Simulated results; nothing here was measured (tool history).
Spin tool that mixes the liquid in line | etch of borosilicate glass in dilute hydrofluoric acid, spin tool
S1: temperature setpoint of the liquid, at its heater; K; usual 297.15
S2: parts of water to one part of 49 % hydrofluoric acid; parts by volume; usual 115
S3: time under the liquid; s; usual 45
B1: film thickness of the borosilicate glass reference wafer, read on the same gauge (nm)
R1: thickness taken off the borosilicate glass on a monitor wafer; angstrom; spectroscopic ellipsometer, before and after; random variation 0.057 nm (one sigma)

run   hour      S1   S2  S3     B1     R1
  1      0  297.15  115  60     80  172.4
  2  107.4  297.15  115  60  80.01    173
  3  211.8  297.15   75  45  80.01  212.1
  4  264.7  297.15   75  45  80.01  211.4
     314.5  -- gauge calibrated
  5  357.2  297.15   75  45  80.03    212
  6    417  297.15   90  45  80.02  173.8
  7  515.2  297.15   75  60  79.99  286.5
  8  560.2  295.65   80  45  80.01  188.9

The next listed run, before its measurement:
  9  617.3  297.15  160  45   ?   ?

Run 9 gave B1 80, R1 91.7 angstrom.
Without the tool's hidden state the same run would have given R1 86 angstrom.
